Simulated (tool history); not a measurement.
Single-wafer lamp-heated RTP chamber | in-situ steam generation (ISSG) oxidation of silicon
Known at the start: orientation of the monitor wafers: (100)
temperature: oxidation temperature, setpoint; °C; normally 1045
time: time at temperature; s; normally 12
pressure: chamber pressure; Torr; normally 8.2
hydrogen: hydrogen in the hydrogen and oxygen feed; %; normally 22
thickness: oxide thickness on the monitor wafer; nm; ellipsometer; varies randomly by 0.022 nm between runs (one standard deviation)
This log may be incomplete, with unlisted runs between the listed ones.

run,day,temperature,time,pressure,hydrogen,wafers since the last listed run,wafers since the last pyrometer calibration,hours since the pressure gauge was zeroed,hours since the hydrogen flow controller was replaced,hours since the gauge calibration,"read-back reference wafer on the same gauge, thickness",thickness
1,0,1041,15,8.2,22,0,2405,4667.8,5971.3,122.6,4.47,5.781
2,3.154,1041,15,8.2,22,1144,3550,4743.5,6047,198.3,4.469,5.787
3,3.929,1041,15,8.2,22,281,3831,4762.1,6065.6,216.9,4.468,5.813
4,5.258,1045,12,8.2,22,482,4313,4794,6097.5,248.8,4.466,5.326
5,6.108,1045,12,8.2,22,308,4622,4814.4,6117.9,269.2,4.464,5.307
6,7.5,1045,12,8.2,22,504,5126,4847.8,6151.3,302.6,4.473,5.318
7,9.092,1045,15,8.2,22,577,5704,4886,6189.5,340.8,4.47,5.939
# day 10.433: hydrogen flow controller replaced
# day 10.529: pressure gauge zeroed
8,10.55,1045,15,8.2,22,374,6078,0.5,2.8,375.8,4.468,6.004
9,11.342,1045,12,8.2,22,287,6365,19.5,21.8,394.8,4.471,5.366
10,11.938,1045,12,8.2,22,216,6581,33.8,36.1,409.1,4.475,5.343
# day 12.654: pyrometer window cleaned and pyrometer calibrated
11,12.992,1028,9,7.1,19,261,122,59.1,61.4,434.4,4.475,4.081
12,13.738,1045,9,8.2,22,270,393,77,79.3,452.3,4.469,4.51
# day 15.767: gauge calibrated
13,16.058,1062,11,6.9,25,842,1235,132.7,135,7,4.471,5.666
14,17.471,1045,12,8.2,22,512,1748,166.6,168.9,40.9,4.466,5.291
15,18.088,1038,12,9.4,22,223,1971,181.4,183.7,55.7,4.474,5.028
16,19.408,1045,12,8.2,22,479,2451,213.1,215.4,87.4,4.464,5.271
17,20.312,1045,12,8.2,22,328,2779,234.8,237.1,109.1,4.465,5.282
18,21.229,1045,12,7.6,29,332,3111,256.8,259.1,131.1,4.471,5.692
19,21.912,1045,12,8.8,30,247,3359,273.2,275.5,147.5,4.472,5.67

List, for all runs, the conditions of the tool that the log does not record:
true pressure minus gauge reading, Torr: 0, the same for each run
deviation of the hydrogen flow from its setpoint, %: 0, the same for each run
gauge reads high (%): 0, the same for each run
H1: true wafer temperature minus pyrometer reading, K
run,H1
1,2.42
2,3.27
3,3.47
4,3.83
5,4.06
6,4.43
7,4.86
8,5.25
9,5.47
10,5.63
11,0.454
12,0.655
13,1.28
14,1.66
15,1.82
16,2.18
17,2.42
18,2.67
19,2.85

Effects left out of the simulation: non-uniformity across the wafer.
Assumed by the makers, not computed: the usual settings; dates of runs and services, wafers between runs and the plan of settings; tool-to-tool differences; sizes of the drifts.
